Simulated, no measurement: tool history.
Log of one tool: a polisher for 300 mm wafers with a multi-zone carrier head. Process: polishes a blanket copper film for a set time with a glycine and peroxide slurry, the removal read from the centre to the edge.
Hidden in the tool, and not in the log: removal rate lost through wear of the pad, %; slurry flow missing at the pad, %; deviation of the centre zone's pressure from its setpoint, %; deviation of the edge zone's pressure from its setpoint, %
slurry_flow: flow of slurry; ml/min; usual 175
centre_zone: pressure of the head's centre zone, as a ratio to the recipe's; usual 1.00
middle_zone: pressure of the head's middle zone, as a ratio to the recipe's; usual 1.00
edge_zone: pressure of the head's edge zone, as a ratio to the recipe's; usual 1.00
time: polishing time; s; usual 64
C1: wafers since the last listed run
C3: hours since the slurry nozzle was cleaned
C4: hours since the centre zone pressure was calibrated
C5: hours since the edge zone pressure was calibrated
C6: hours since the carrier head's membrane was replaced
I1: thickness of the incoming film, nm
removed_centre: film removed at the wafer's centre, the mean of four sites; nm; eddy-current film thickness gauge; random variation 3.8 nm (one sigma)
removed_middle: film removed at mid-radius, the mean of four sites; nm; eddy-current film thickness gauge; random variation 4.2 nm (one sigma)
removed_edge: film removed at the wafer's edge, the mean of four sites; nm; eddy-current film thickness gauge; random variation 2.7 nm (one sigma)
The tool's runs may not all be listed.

{"run": 1, "hour": 0.0, "slurry_flow": 175, "centre_zone": 1.0, "middle_zone": 1.0, "edge_zone": 1.0, "time": 64, "C1": 0, "wafers polished on this pad": 1185, "C3": 487.8, "C4": 609.0, "C5": 948.0, "C6": 470.4, "I1": 1094.3, "removed_centre": 303.5, "removed_middle": 351.2, "removed_edge": 339.7}
{"run": 2, "hour": 27.1, "slurry_flow": 175, "centre_zone": 1.0, "middle_zone": 1.06, "edge_zone": 1.0, "time": 64, "C1": 145, "wafers polished on this pad": 1330, "C3": 514.9, "C4": 636.1, "C5": 975.1, "C6": 497.5, "I1": 1100.3, "removed_centre": 306.4, "removed_middle": 365.5, "removed_edge": 340.6}
{"run": 3, "hour": 61.8, "slurry_flow": 175, "centre_zone": 1.0, "middle_zone": 1.06, "edge_zone": 1.0, "time": 64, "C1": 185, "wafers polished on this pad": 1516, "C3": 549.6, "C4": 670.8, "C5": 1009.8, "C6": 532.2, "I1": 1085.0, "removed_centre": 307.0, "removed_middle": 356.7, "removed_edge": 343.5}
{"hour": 90.2, "done": "slurry nozzle cleaned"}
{"run": 4, "hour": 131.8, "slurry_flow": 175, "centre_zone": 1.0, "middle_zone": 1.06, "edge_zone": 1.0, "time": 64, "C1": 369, "wafers polished on this pad": 1885, "C3": 41.6, "C4": 740.8, "C5": 1079.8, "C6": 602.2, "I1": 1080.8, "removed_centre": 299.3, "removed_middle": 364.2, "removed_edge": 340.8}
{"hour": 150.4, "done": "worn pad replaced by a new one"}
{"hour": 151.7, "done": "carrier head's membrane replaced by a new one"}
{"run": 5, "hour": 164.0, "slurry_flow": 175, "centre_zone": 1.08, "middle_zone": 1.09, "edge_zone": 1.0, "time": 64, "C1": 143, "wafers polished on this pad": 65, "C3": 73.8, "C4": 773.0, "C5": 1112.0, "C6": 12.3, "I1": 1091.0, "removed_centre": 329.5, "removed_middle": 368.6, "removed_edge": 336.7}
{"hour": 220.5, "done": "edge zone pressure recalibrated"}
{"hour": 247.2, "done": "centre zone pressure recalibrated"}
{"run": 6, "hour": 316.1, "slurry_flow": 210, "centre_zone": 1.09, "middle_zone": 0.89, "edge_zone": 1.0, "time": 64, "C1": 792, "wafers polished on this pad": 858, "C3": 225.9, "C4": 68.9, "C5": 95.6, "C6": 164.4, "I1": 1082.4, "removed_centre": 371.8, "removed_middle": 326.8, "removed_edge": 351.2}
{"run": 7, "hour": 373.2, "slurry_flow": 175, "centre_zone": 1.0, "middle_zone": 1.0, "edge_zone": 1.0, "time": 53, "C1": 305, "wafers polished on this pad": 1163, "C3": 283.0, "C4": 126.0, "C5": 152.7, "C6": 221.5, "I1": 1089.7, "removed_centre": 272.1, "removed_middle": 285.2, "removed_edge": 278.6}
{"run": 8, "hour": 421.9, "slurry_flow": 175, "centre_zone": 1.0, "middle_zone": 1.0, "edge_zone": 0.89, "time": 64, "C1": 260, "wafers polished on this pad": 1424, "C3": 331.7, "C4": 174.7, "C5": 201.4, "C6": 270.2, "I1": 1086.1, "removed_centre": 318.9, "removed_middle": 347.4, "removed_edge": 316.6}
{"run": 9, "hour": 492.9, "slurry_flow": 175, "centre_zone": 1.0, "middle_zone": 1.0, "edge_zone": 1.0, "time": 64, "C1": 379, "wafers polished on this pad": 1804, "C3": 402.7, "C4": 245.7, "C5": 272.4, "C6": 341.2, "I1": 1082.7, "removed_centre": 312.5, "removed_middle": 347.6, "removed_edge": 336.3}
{"hour": 555.2, "done": "worn pad replaced by a new one"}
{"run": 10, "hour": 557.7, "slurry_flow": 155, "centre_zone": 0.95, "middle_zone": 1.0, "edge_zone": 0.9, "time": 70, "C1": 325, "wafers polished on this pad": 13, "C3": 467.5, "C4": 310.5, "C5": 337.2, "C6": 406.0, "I1": 1078.9, "removed_centre": 321.5, "removed_middle": 373.3, "removed_edge": 346.3}
{"run": 11, "hour": 628.0, "slurry_flow": 175, "centre_zone": 1.0, "middle_zone": 1.0, "edge_zone": 0.9, "time": 64, "C1": 376, "wafers polished on this pad": 389, "C3": 537.8, "C4": 380.8, "C5": 407.5, "C6": 476.3, "I1": 1099.1, "removed_centre": 311.5, "removed_middle": 354.5, "removed_edge": 324.1}
{"run": 12, "hour": 652.3, "slurry_flow": 175, "centre_zone": 1.03, "middle_zone": 1.0, "edge_zone": 0.93, "time": 64, "C1": 130, "wafers polished on this pad": 519, "C3": 562.1, "C4": 405.1, "C5": 431.8, "C6": 500.6, "I1": 1090.0, "removed_centre": 319.3, "removed_middle": 345.4, "removed_edge": 323.8}
{"hour": 682.4, "done": "slurry nozzle cleaned"}
{"run": 13, "hour": 712.5, "slurry_flow": 175, "centre_zone": 1.0, "middle_zone": 1.0, "edge_zone": 0.95, "time": 64, "C1": 316, "wafers polished on this pad": 836, "C3": 30.1, "C4": 465.3, "C5": 492.0, "C6": 560.8, "I1": 1096.2, "removed_centre": 311.8, "removed_middle": 342.9, "removed_edge": 329.9}
{"run": 14, "hour": 751.4, "slurry_flow": 175, "centre_zone": 1.0, "middle_zone": 1.0, "edge_zone": 1.0, "time": 64, "C1": 208, "wafers polished on this pad": 1044, "C3": 69.0, "C4": 504.2, "C5": 530.9, "C6": 599.7, "I1": 1068.5, "removed_centre": 305.1, "removed_middle": 344.3, "removed_edge": 338.2}
{"run": 15, "hour": 822.0, "slurry_flow": 220, "centre_zone": 1.0, "middle_zone": 0.95, "edge_zone": 0.89, "time": 81, "C1": 377, "wafers polished on this pad": 1422, "C3": 139.6, "C4": 574.8, "C5": 601.5, "C6": 670.3, "I1": 1085.3, "removed_centre": 406.5, "removed_middle": 435.6, "removed_edge": 417.7}
{"hour": 834.2, "done": "carrier head's membrane replaced by a new one"}
{"run": 16, "hour": 886.8, "slurry_flow": 175, "centre_zone": 0.94, "middle_zone": 1.0, "edge_zone": 1.12, "time": 64, "C1": 320, "wafers polished on this pad": 1742, "C3": 204.4, "C4": 639.6, "C5": 666.3, "C6": 52.6, "I1": 1074.2, "removed_centre": 289.8, "removed_middle": 351.4, "removed_edge": 361.3}
{"hour": 979.6, "done": "worn pad replaced by a new one"}
{"run": 17, "hour": 1043.0, "slurry_flow": 140, "centre_zone": 0.94, "middle_zone": 1.0, "edge_zone": 1.0, "time": 64, "C1": 814, "wafers polished on this pad": 339, "C3": 360.6, "C4": 795.8, "C5": 822.5, "C6": 208.8, "I1": 1078.3, "removed_centre": 271.8, "removed_middle": 342.4, "removed_edge": 328.6}
{"hour": 1062.6, "done": "centre zone pressure recalibrated"}
{"run": 18, "hour": 1082.2, "slurry_flow": 150, "centre_zone": 1.0, "middle_zone": 0.91, "edge_zone": 1.0, "time": 64, "C1": 199, "wafers polished on this pad": 538, "C3": 399.8, "C4": 19.6, "C5": 861.7, "C6": 248.0, "I1": 1084.2, "removed_centre": 321.6, "removed_middle": 315.7, "removed_edge": 337.9}
{"run": 19, "hour": 1144.4, "slurry_flow": 175, "centre_zone": 1.0, "middle_zone": 1.0, "edge_zone": 0.92, "time": 64, "C1": 332, "wafers polished on this pad": 871, "C3": 462.0, "C4": 81.8, "C5": 923.9, "C6": 310.2, "I1": 1077.7, "removed_centre": 323.7, "removed_middle": 351.5, "removed_edge": 324.4}
{"run": 20, "hour": 1215.4, "slurry_flow": 175, "centre_zone": 1.0, "middle_zone": 1.0, "edge_zone": 1.0, "time": 64, "C1": 379, "wafers polished on this pad": 1251, "C3": 533.0, "C4": 152.8, "C5": 994.9, "C6": 381.2, "I1": 1074.1, "removed_centre": 318.6, "removed_middle": 350.7, "removed_edge": 340.7}
{"run": 21, "hour": 1246.2, "slurry_flow": 175, "centre_zone": 1.0, "middle_zone": 1.03, "edge_zone": 1.0, "time": 73, "C1": 164, "wafers polished on this pad": 1416, "C3": 563.8, "C4": 183.6, "C5": 1025.7, "C6": 412.0, "I1": 1077.1, "removed_centre": 357.5, "removed_middle": 404.9, "removed_edge": 385.5}
{"run": 22, "hour": 1273.7, "slurry_flow": 175, "centre_zone": 1.0, "middle_zone": 1.05, "edge_zone": 0.92, "time": 46, "C1": 147, "wafers polished on this pad": 1563, "C3": 591.3, "C4": 211.1, "C5": 1053.2, "C6": 439.5, "I1": 1078.2, "removed_centre": 227.9, "removed_middle": 256.9, "removed_edge": 234.4}

Measured less the same run without the tool's hidden state. The same run-to-run variation is in both; the gauge's scatter may not be:
run=1 removed_centre=-35.1
run=2 removed_centre=-35.9
run=3 removed_centre=-36.5
run=4 removed_centre=-36.5
run=5 removed_centre=-40.2
run=6 removed_centre=-6.3
run=7 removed_centre=-10.2
run=8 removed_centre=-16.5
run=9 removed_centre=-21.6
run=10 removed_centre=-26.4
run=11 removed_centre=-28.9
run=12 removed_centre=-30.5
run=13 removed_centre=-32.0
run=14 removed_centre=-32.5
run=15 removed_centre=-45.4
run=16 removed_centre=-33.7
run=17 removed_centre=-33.4
run=18 removed_centre=-6.2
run=19 removed_centre=-14.7
run=20 removed_centre=-22.4
run=21 removed_centre=-28.4
run=22 removed_centre=-19.7
removed_middle: within 0.2 nm of the measured result in every run.
removed_edge: 0 in every run.
